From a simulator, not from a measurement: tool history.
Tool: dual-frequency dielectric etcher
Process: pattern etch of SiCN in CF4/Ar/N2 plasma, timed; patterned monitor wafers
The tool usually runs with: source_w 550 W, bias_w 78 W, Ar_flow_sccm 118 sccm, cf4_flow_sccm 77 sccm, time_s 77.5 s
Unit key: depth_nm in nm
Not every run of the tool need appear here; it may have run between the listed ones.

run,hour,source_w,bias_w,Ar_flow_sccm,cf4_flow_sccm,time_s,wafers since the last listed run,hours since the last wet clean,hours since the last source power generator calibration,hours since the last bias power generator calibration,hours since the last Ar flow controller change,hours since the last CF4 flow controller change,hours since the last upper electrode change,hours since the gauge calibration,"read-back reference wafer on the same gauge, depth_nm",depth_nm
1,0.0,550,78,118,81,77.5,0,210.0,1248.4,3198.2,2976.1,735.4,4390.7,1428.4,83.8,79.0
2,38.8,550,78,118,81,77.5,339,248.8,1287.2,3237.0,3014.9,774.2,4429.5,1467.2,83.9,79.6
3,127.3,550,78,118,81,77.5,775,337.3,1375.7,3325.5,3103.4,862.7,4518.0,1555.7,83.9,79.4
4,205.2,550,78,118,66,77.5,682,415.2,1453.6,3403.4,3181.3,940.6,4595.9,1633.6,83.9,77.2
5,290.9,550,78,118,77,77.5,750,500.9,1539.3,3489.1,3267.0,1026.3,4681.6,1719.3,83.8,79.1
# hour 378.3: gauge calibrated
6,392.2,550,78,118,77,77.5,887,602.2,1640.6,3590.4,3368.3,1127.6,4782.9,13.9,83.9,79.6
7,435.6,590,78,118,77,77.5,380,645.6,1684.0,3633.8,3411.7,1171.0,4826.3,57.3,83.9,84.6
# hour 472.9: wet clean of the chamber
# hour 473.6: source power generator calibrated
8,477.1,550,98,128,92,90.0,146,4.2,3.5,3675.3,3453.2,1212.5,4867.8,98.8,83.9,97.3
9,543.3,550,78,118,77,67.5,579,70.4,69.7,3741.5,3519.4,1278.7,4934.0,165.0,83.9,68.1
10,649.2,500,78,118,66,77.5,927,176.3,175.6,3847.4,3625.3,1384.6,5039.9,270.9,84.0,70.8
# hour 702.4: bias power generator calibrated
11,717.6,550,78,118,82,86.5,564,244.7,244.0,15.2,3693.7,1453.0,5108.3,339.3,83.9,88.3

What will run 12 give?
12,779.8,550,78,118,77,77.5,544,306.9,306.2,77.4,3755.9,1515.2,5170.5,401.5,?,?

{"run 12": {"read-back reference wafer on the same gauge, depth_nm": 84.0, "depth_nm": 78.3}}
On a tool with no hidden condition, and with the same random variation, this run would have come out at depth_nm 77.8 nm.
